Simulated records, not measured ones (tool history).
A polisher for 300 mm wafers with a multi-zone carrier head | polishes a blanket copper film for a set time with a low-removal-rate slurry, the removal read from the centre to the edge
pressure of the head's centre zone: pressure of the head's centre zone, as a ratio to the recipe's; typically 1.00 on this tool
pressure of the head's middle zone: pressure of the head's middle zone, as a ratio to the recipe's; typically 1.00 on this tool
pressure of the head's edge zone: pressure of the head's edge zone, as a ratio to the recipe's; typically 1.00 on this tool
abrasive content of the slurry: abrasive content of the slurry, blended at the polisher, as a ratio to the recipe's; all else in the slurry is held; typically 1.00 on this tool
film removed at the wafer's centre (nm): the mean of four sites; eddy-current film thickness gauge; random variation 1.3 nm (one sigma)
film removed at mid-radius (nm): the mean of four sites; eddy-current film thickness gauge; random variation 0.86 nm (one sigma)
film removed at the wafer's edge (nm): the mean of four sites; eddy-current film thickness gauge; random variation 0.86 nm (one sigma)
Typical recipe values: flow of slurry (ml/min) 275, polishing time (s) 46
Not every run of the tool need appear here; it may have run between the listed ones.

| run | hour | flow of slurry (ml/min) | pressure of the head's centre zone | pressure of the head's middle zone | pressure of the head's edge zone | abrasive content of the slurry | polishing time (s) | incoming thickness of the incoming film, nm | film removed at the wafer's centre (nm) | film removed at mid-radius (nm) | film removed at the wafer's edge (nm) |
|---|---|---|---|---|---|---|---|---|---|---|---|
| 1 | 0.0 | 275 | 1.00 | 1.00 | 1.00 | 1.00 | 46 | 1188.4 | 119.8 | 114.4 | 115.5 |
| 2 | 14.9 | 275 | 1.00 | 1.00 | 1.00 | 1.00 | 46 | 1207.4 | 120.7 | 114.6 | 114.4 |
|  | 21.6 | edge zone pressure recalibrated |
| 3 | 22.7 | 330 | 1.00 | 1.00 | 0.96 | 1.00 | 46 | 1178.5 | 124.8 | 116.1 | 114.2 |
| 4 | 38.6 | 330 | 1.00 | 1.00 | 0.96 | 1.00 | 46 | 1199.8 | 124.1 | 116.3 | 114.3 |
|  | 74.3 | worn pad replaced by a new one |
| 5 | 85.6 | 330 | 1.00 | 1.00 | 0.96 | 1.00 | 46 | 1199.6 | 121.4 | 113.8 | 114.5 |
| 6 | 99.7 | 275 | 0.93 | 1.00 | 1.00 | 1.00 | 46 | 1209.1 | 112.4 | 113.5 | 116.6 |
| 7 | 108.0 | 275 | 1.00 | 0.91 | 1.00 | 1.05 | 46 | 1218.0 | 122.1 | 106.0 | 117.9 |
|  | 117.2 | carrier head's membrane replaced by a new one |
| 8 | 117.7 | 275 | 1.00 | 1.00 | 1.00 | 1.00 | 46 | 1175.7 | 117.8 | 113.3 | 114.1 |
| 9 | 132.0 | 275 | 1.00 | 1.00 | 1.00 | 1.00 | 34 | 1191.3 | 88.4 | 83.6 | 85.5 |
|  | 140.8 | slurry nozzle cleaned |
| 10 | 143.7 | 275 | 1.00 | 0.91 | 1.00 | 1.05 | 46 | 1191.7 | 128.9 | 109.3 | 120.5 |
|  | 152.4 | centre zone pressure recalibrated |
| 11 | 154.6 | 300 | 1.00 | 1.00 | 1.00 | 1.00 | 38 | 1220.0 | 93.5 | 96.9 | 98.8 |
| 12 | 161.0 | 275 | 1.00 | 1.00 | 0.90 | 0.75 | 34 | 1216.3 | 77.5 | 80.8 | 75.9 |
| 13 | 172.1 | 275 | 1.00 | 1.00 | 1.00 | 0.70 | 46 | 1181.1 | 101.9 | 106.8 | 106.5 |
| 14 | 186.3 | 275 | 1.00 | 1.00 | 0.90 | 1.30 | 46 | 1212.6 | 124.6 | 125.4 | 121.0 |
|  | 195.5 | worn pad replaced by a new one |
| 15 | 197.7 | 275 | 0.89 | 1.00 | 1.00 | 1.00 | 46 | 1203.2 | 104.7 | 116.4 | 117.8 |
| 16 | 207.0 | 275 | 1.00 | 1.00 | 1.10 | 1.00 | 54 | 1221.0 | 135.3 | 138.7 | 142.4 |
| 17 | 214.0 | 200 | 1.00 | 1.00 | 1.00 | 1.00 | 46 | 1211.6 | 110.3 | 112.8 | 115.1 |
| 18 | 221.9 | 275 | 1.00 | 1.00 | 1.00 | 1.00 | 57 | 1202.0 | 145.6 | 143.9 | 145.5 |
| 19 | 240.7 | 275 | 0.89 | 1.00 | 0.89 | 1.15 | 46 | 1200.3 | 110.6 | 118.9 | 115.8 |
| 20 | 248.8 | 275 | 1.00 | 1.00 | 0.95 | 1.00 | 35 | 1195.2 | 88.6 | 87.7 | 85.8 |
| 21 | 260.3 | 275 | 0.91 | 1.00 | 1.00 | 1.15 | 46 | 1205.6 | 112.5 | 119.6 | 121.9 |
| 22 | 271.8 | 275 | 1.00 | 1.00 | 1.10 | 1.00 | 54 | 1204.6 | 138.0 | 133.1 | 141.4 |

4 options for the next run, each taken on its own from the tool as it stands now. Forecast them:
| A | 272.2 | 275 | 1.00 | 1.05 | 1.00 | 1.00 | 46 | 1202.8 | ? | ? | ? |
| B | 272.2 | 365 | 1.00 | 1.06 | 1.04 | 1.10 | 46 | 1202.8 | ? | ? | ? |
| C | 272.2 | 315 | 0.89 | 1.00 | 0.94 | 1.20 | 46 | 1202.8 | ? | ? | ? |
| D | 272.2 | 220 | 1.00 | 1.09 | 0.95 | 1.00 | 46 | 1202.8 | ? | ? | ? |

| run | film removed at the wafer's centre (nm) | film removed at mid-radius (nm) | film removed at the wafer's edge (nm) |
|---|---|---|---|
| A | 118.7 | 119.6 | 115.8 |
| B | 125.6 | 127.1 | 123.4 |
| C | 114.9 | 122.6 | 119.9 |
| D | 115.6 | 120.4 | 111.3 |
Had the tool no hidden state, the same runs would have come out as:
| run | film removed at the wafer's centre (nm) | film removed at mid-radius (nm) | film removed at the wafer's edge (nm) |
|---|---|---|---|
| A | 116.8 | 123.9 | 118.9 |
| B | 122.7 | 130.8 | 126.1 |
| C | 112.6 | 126.6 | 122.8 |
| D | 114.5 | 125.4 | 114.7 |
